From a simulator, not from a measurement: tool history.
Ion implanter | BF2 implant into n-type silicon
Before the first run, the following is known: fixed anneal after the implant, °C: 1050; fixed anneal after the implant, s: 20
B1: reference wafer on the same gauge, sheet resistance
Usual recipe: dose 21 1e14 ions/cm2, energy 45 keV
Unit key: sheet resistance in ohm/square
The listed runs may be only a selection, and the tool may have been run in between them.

{"run": 1, "hour": 0.0, "dose": 19.28, "energy": 45, "B1": 79.5, "sheet resistance": 84.87}
{"run": 2, "hour": 62.1, "dose": 19.28, "energy": 45, "B1": 79.58, "sheet resistance": 85.25}
{"run": 3, "hour": 128.1, "dose": 21, "energy": 45, "B1": 79.3, "sheet resistance": 82.44}
{"run": 4, "hour": 169.4, "dose": 21, "energy": 45, "B1": 79.37, "sheet resistance": 82.71}
{"run": 5, "hour": 224.9, "dose": 21, "energy": 45, "B1": 79.26, "sheet resistance": 82.17}
{"run": 6, "hour": 310.6, "dose": 19.47, "energy": 56, "B1": 79.47, "sheet resistance": 78.3}
{"run": 7, "hour": 509.6, "dose": 21, "energy": 45, "B1": 79.46, "sheet resistance": 82.38}
{"run": 8, "hour": 534.9, "dose": 21, "energy": 45, "B1": 79.39, "sheet resistance": 82.55}
{"run": 9, "hour": 565.1, "dose": 21, "energy": 45, "B1": 79.33, "sheet resistance": 82.1}
{"run": 10, "hour": 596.9, "dose": 21, "energy": 45, "B1": 79.46, "sheet resistance": 82.13}
{"run": 11, "hour": 647.4, "dose": 21, "energy": 45, "B1": 79.39, "sheet resistance": 82.5}
{"hour": 674.9, "done": "gauge calibrated"}
{"run": 12, "hour": 685.2, "dose": 21, "energy": 45, "B1": 79.39, "sheet resistance": 82.04}
{"run": 13, "hour": 711.8, "dose": 21, "energy": 45, "B1": 79.37, "sheet resistance": 82.25}
{"run": 14, "hour": 766.1, "dose": 24.93, "energy": 56, "B1": 79.34, "sheet resistance": 71.56}
{"run": 15, "hour": 819.2, "dose": 15.68, "energy": 53.5, "B1": 79.5, "sheet resistance": 88.38}
{"hour": 862.2, "done": "Faraday cup replaced and dose calibrated"}
{"run": 16, "hour": 890.1, "dose": 26.92, "energy": 53.5, "B1": 79.43, "sheet resistance": 71.65}
{"run": 17, "hour": 935.5, "dose": 18.44, "energy": 45, "B1": 79.41, "sheet resistance": 85.92}
{"run": 18, "hour": 999.1, "dose": 18.86, "energy": 52.5, "B1": 79.51, "sheet resistance": 80.75}
{"run": 19, "hour": 1051.6, "dose": 23.47, "energy": 36, "B1": 79.3, "sheet resistance": 87.61}
{"run": 20, "hour": 1110.3, "dose": 18.48, "energy": 38.5, "B1": 79.31, "sheet resistance": 90.74}
{"run": 21, "hour": 1141.7, "dose": 16.75, "energy": 58, "B1": 79.43, "sheet resistance": 82.78}
{"hour": 1160.2, "done": "extraction supply calibrated"}
{"run": 22, "hour": 1202.3, "dose": 21, "energy": 45, "B1": 79.47, "sheet resistance": 82.07}
{"run": 23, "hour": 1256.6, "dose": 24.5, "energy": 35.5, "B1": 79.36, "sheet resistance": 87.19}
{"run": 24, "hour": 1313.2, "dose": 21, "energy": 55, "B1": 79.54, "sheet resistance": 75.89}
{"run": 25, "hour": 1407.1, "dose": 25.89, "energy": 35.5, "B1": 79.33, "sheet resistance": 87.24}
{"run": 26, "hour": 1437.2, "dose": 24.95, "energy": 58.5, "B1": 79.45, "sheet resistance": 69.53}
{"run": 27, "hour": 1597.0, "dose": 21, "energy": 45, "B1": 79.43, "sheet resistance": 82.27}

What if the next run were any one of these 3? Each begins from the tool's condition after run 27:
{"run": "A", "hour": 1597.4, "dose": 21, "energy": 45, "B1": "?", "sheet resistance": "?"}
{"run": "B", "hour": 1597.4, "dose": 26.06, "energy": 34, "B1": "?", "sheet resistance": "?"}
{"run": "C", "hour": 1597.4, "dose": 16.31, "energy": 31.5, "B1": "?", "sheet resistance": "?"}

run=A B1=79.53 sheet_resistance=82.07
run=B B1=79.53 sheet_resistance=88.15
run=C B1=79.53 sheet_resistance=100.54
The same runs, with their run-to-run variation unchanged, on a tool lacking any hidden condition would have given:
run=A sheet_resistance=82.07
run=B sheet_resistance=88.15
run=C sheet_resistance=100.54

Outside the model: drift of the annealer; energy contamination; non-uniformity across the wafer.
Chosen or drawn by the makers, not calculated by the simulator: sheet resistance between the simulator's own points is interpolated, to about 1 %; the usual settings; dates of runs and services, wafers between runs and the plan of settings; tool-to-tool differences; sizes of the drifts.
